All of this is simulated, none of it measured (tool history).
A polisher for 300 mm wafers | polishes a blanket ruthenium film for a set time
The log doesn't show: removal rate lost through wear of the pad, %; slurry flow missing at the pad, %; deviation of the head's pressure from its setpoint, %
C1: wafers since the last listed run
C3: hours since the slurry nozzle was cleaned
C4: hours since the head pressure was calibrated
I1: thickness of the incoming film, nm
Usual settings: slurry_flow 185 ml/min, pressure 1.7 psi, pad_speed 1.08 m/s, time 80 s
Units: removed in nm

Run 1, hour 0.0: usual settings; C1 0; wafers polished on this pad 832; C3 31.7; C4 909.8; I1 265.2. Result: removed 80.7 nm.
At hour 25.9: worn pad replaced by a new one.
Run 2, hour 33.9: usual settings; C1 420; wafers polished on this pad 113; C3 65.6; C4 943.7; I1 268.1. Result: removed 81.7 nm.
Run 3, hour 53.5: usual settings; C1 275; wafers polished on this pad 388; C3 85.2; C4 963.3; I1 271.0. Result: removed 80.7 nm.
Run 4, hour 85.0: usual settings but slurry_flow 150 ml/min, pressure 1.5 psi; C1 443; wafers polished on this pad 831; C3 116.7; C4 994.8; I1 271.8. Result: removed 75.3 nm.
Run 5, hour 104.8: usual settings but slurry_flow 235 ml/min; C1 278; wafers polished on this pad 1110; C3 136.5; C4 1014.6; I1 274.2. Result: removed 82.2 nm.
At hour 111.1: worn pad replaced by a new one.
Run 6, hour 139.5: usual settings; C1 431; wafers polished on this pad 399; C3 171.2; C4 1049.3; I1 268.4. Result: removed 78.8 nm.
Run 7, hour 156.0: usual settings; C1 232; wafers polished on this pad 631; C3 187.7; C4 1065.8; I1 265.4. Result: removed 82.0 nm.
Run 8, hour 174.2: usual settings; C1 255; wafers polished on this pad 887; C3 205.9; C4 1084.0; I1 265.7. Result: removed 80.1 nm.
At hour 205.2: worn pad replaced by a new one.
Run 9, hour 208.3: usual settings but pressure 2.0 psi; C1 423; wafers polished on this pad 43; C3 240.0; C4 1118.1; I1 270.7. Result: removed 87.3 nm.
Run 10, hour 234.0: usual settings but slurry_flow 210 ml/min, pressure 2.1 psi, pad_speed 1.20 m/s; C1 361; wafers polished on this pad 405; C3 265.7; C4 1143.8; I1 265.7. Result: removed 98.0 nm.
At hour 273.0: slurry nozzle cleaned.
At hour 305.0: worn pad replaced by a new one.
Run 11, hour 305.5: usual settings but slurry_flow 155 ml/min, pressure 1.3 psi, time 66 s; C1 935; wafers polished on this pad 7; C3 32.5; C4 1215.3; I1 266.9. Result: removed 52.0 nm.
Run 12, hour 335.0: usual settings; C1 414; wafers polished on this pad 422; C3 62.0; C4 1244.8; I1 271.9. Result: removed 75.8 nm.
Run 13, hour 348.5: usual settings but slurry_flow 160 ml/min, pressure 1.3 psi, time 93 s; C1 189; wafers polished on this pad 612; C3 75.5; C4 1258.3; I1 269.3. Result: removed 72.4 nm.
At hour 362.1: slurry nozzle cleaned, repeated, since the last time left the tool worse.
Run 14, hour 363.7: usual settings; C1 199; wafers polished on this pad 811; C3 1.6; C4 1273.5; I1 272.0. Result: removed 82.7 nm.
At hour 377.1: head pressure recalibrated.
At hour 402.9: worn pad replaced by a new one.
Run 15, hour 419.0: usual settings but pad_speed 0.96 m/s; C1 693; wafers polished on this pad 226; C3 56.9; C4 41.9; I1 274.2. Result: removed 75.9 nm.
Run 16, hour 447.0: usual settings but slurry_flow 125 ml/min, pad_speed 1.32 m/s; C1 393; wafers polished on this pad 620; C3 84.9; C4 69.9; I1 268.7. Result: removed 88.7 nm.
Run 17, hour 463.7: usual settings but pressure 2.0 psi, pad_speed 1.26 m/s, time 103 s; C1 234; wafers polished on this pad 855; C3 101.6; C4 86.6; I1 272.5. Result: removed 129.6 nm.
Run 18, hour 489.3: usual settings but time 64 s; C1 360; wafers polished on this pad 1215; C3 127.2; C4 112.2; I1 268.3. Result: removed 64.1 nm.

3 ways to go on from here, each from the tool as it stands after run 18. What would each give?
Run A, hour 489.7: usual settings but slurry_flow 245 ml/min; C1 5; wafers polished on this pad 1221; C3 127.6; C4 112.6; I1 269.8. Result: removed ?.
Run B, hour 489.7: usual settings but slurry_flow 150 ml/min; C1 5; wafers polished on this pad 1221; C3 127.6; C4 112.6; I1 269.8. Result: removed ?.
Run C, hour 489.7: usual settings but slurry_flow 155 ml/min; C1 5; wafers polished on this pad 1221; C3 127.6; C4 112.6; I1 269.8. Result: removed ?.

run  removed
  A     82.0
  B     77.9
  C     78.2
Without the tool's hidden state the same runs would have given:
run  removed
  A     82.5
  B     78.6
  C     78.9
